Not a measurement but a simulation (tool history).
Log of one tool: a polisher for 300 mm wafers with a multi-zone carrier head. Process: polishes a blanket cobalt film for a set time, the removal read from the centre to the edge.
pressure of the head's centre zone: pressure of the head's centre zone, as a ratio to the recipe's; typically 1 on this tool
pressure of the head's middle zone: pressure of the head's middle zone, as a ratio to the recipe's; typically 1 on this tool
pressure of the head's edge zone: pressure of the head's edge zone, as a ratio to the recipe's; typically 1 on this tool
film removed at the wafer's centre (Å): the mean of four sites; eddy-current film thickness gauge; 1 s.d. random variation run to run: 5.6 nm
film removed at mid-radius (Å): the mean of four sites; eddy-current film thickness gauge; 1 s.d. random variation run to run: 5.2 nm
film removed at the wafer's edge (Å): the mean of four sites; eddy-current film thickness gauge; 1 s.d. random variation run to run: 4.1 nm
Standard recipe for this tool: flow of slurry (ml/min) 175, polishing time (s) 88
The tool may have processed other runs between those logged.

run	hour	flow of slurry (ml/min)	pressure of the head's centre zone	pressure of the head's middle zone	pressure of the head's edge zone	polishing time (s)	wafers since the last listed run	wafers polished on this pad	hours since the slurry nozzle was cleaned	hours since the centre zone pressure was calibrated	hours since the edge zone pressure was calibrated	hours since the carrier head's membrane was replaced	incoming thickness of the incoming film, nm	film removed at the wafer's centre (Å)	film removed at mid-radius (Å)	film removed at the wafer's edge (Å)
1	0	155	0.96	1	1	88	0	1414	316.2	119.9	302.9	1004.9	1583.5	4055	4331	4179
2	44.7	155	0.96	1	1	88	481	1895	360.9	164.6	347.6	1049.6	1595.1	3945	4335	4179
# hour 61.3: slurry nozzle cleaned
# hour 106.9: worn pad replaced by a new one
3	107.4	155	0.96	1	1	88	621	4	46.1	227.3	410.3	1112.3	1603.8	4545	4812	4665
4	147.2	175	1	1	1	79	428	433	85.9	267.1	450.1	1152.1	1603.9	4006	4194	4006
5	226.1	175	1	1	1	79	849	1282	164.8	346	529	1231	1577.9	3839	3943	3839
6	275.2	175	1	1	1	79	528	1811	213.9	395.1	578.1	1280.1	1583	3828	3839	3767
7	339.2	200	1	1	1	88	688	2500	277.9	459.1	642.1	1344.1	1584.3	4284	4413	4169
# hour 353.4: worn pad replaced by a new one
# hour 437.2: slurry nozzle cleaned
# hour 585.3: worn pad replaced by a new one
8	607	200	1	1	1	88	2785	234	169.8	726.9	909.9	1611.9	1594.1	4720	4894	4691
# hour 634.3: centre zone pressure recalibrated
# hour 671.5: carrier head's membrane replaced by a new one
9	690.1	190	1.07	1	0.94	115	819	1053	252.9	55.8	993	18.6	1616.2	6170	5921	5545
# hour 738.1: edge zone pressure recalibrated
10	758.1	175	1	1	1	71	710	1763	320.9	123.8	20	86.6	1571.7	3488	3552	3426
# hour 824: slurry nozzle cleaned
11	857	175	0.95	0.91	1	97	1053	2817	33	222.7	118.9	185.5	1592	4415	4448	4688
# hour 885.5: worn pad replaced by a new one
12	954	175	0.96	1	1	88	1001	737	130	319.7	215.9	282.5	1567.5	4302	4593	4448
13	995.1	175	0.9	1	1	88	442	1180	171.1	360.8	257	323.6	1587.8	4016	4629	4332
14	1058.6	225	1	1.1	1	88	683	1863	234.6	424.3	320.5	387.1	1600.1	4298	5042	4416
15	1140.7	175	1	1	1	88	883	2747	316.7	506.4	402.6	469.2	1573.2	4137	4378	4254
# hour 1150.9: worn pad replaced by a new one
# hour 1191.9: slurry nozzle cleaned
16	1233.1	175	1	1	1	88	940	873	41.2	598.8	495	561.6	1589.9	4410	4619	4391
17	1312.6	175	1	1	0.96	114	855	1729	120.7	678.3	574.5	641.1	1586.3	5475	5603	5469

4 ways to go on from here, each from the tool as it stands after run 17. What would each give?
A	1313	175	1	1	1	60	4	1734	121.1	678.7	574.9	641.5	1582.8	?	?	?
B	1313	175	0.88	1	1	104	4	1734	121.1	678.7	574.9	641.5	1582.8	?	?	?
C	1313	175	0.93	1	1	88	4	1734	121.1	678.7	574.9	641.5	1582.8	?	?	?
D	1313	175	0.93	1.07	1.11	96	4	1734	121.1	678.7	574.9	641.5	1582.8	?	?	?

run	film removed at the wafer's centre (Å)	film removed at mid-radius (Å)	film removed at the wafer's edge (Å)
A	2909	3040	2935
B	4504	5272	5087
C	4001	4460	4304
D	4367	5152	4915
With no hidden state in the tool, these same runs would have given:
run	film removed at the wafer's centre (Å)	film removed at mid-radius (Å)	film removed at the wafer's edge (Å)
A	3270	3417	3299
B	5063	5926	5719
C	4497	5013	4839
D	4909	5792	5525
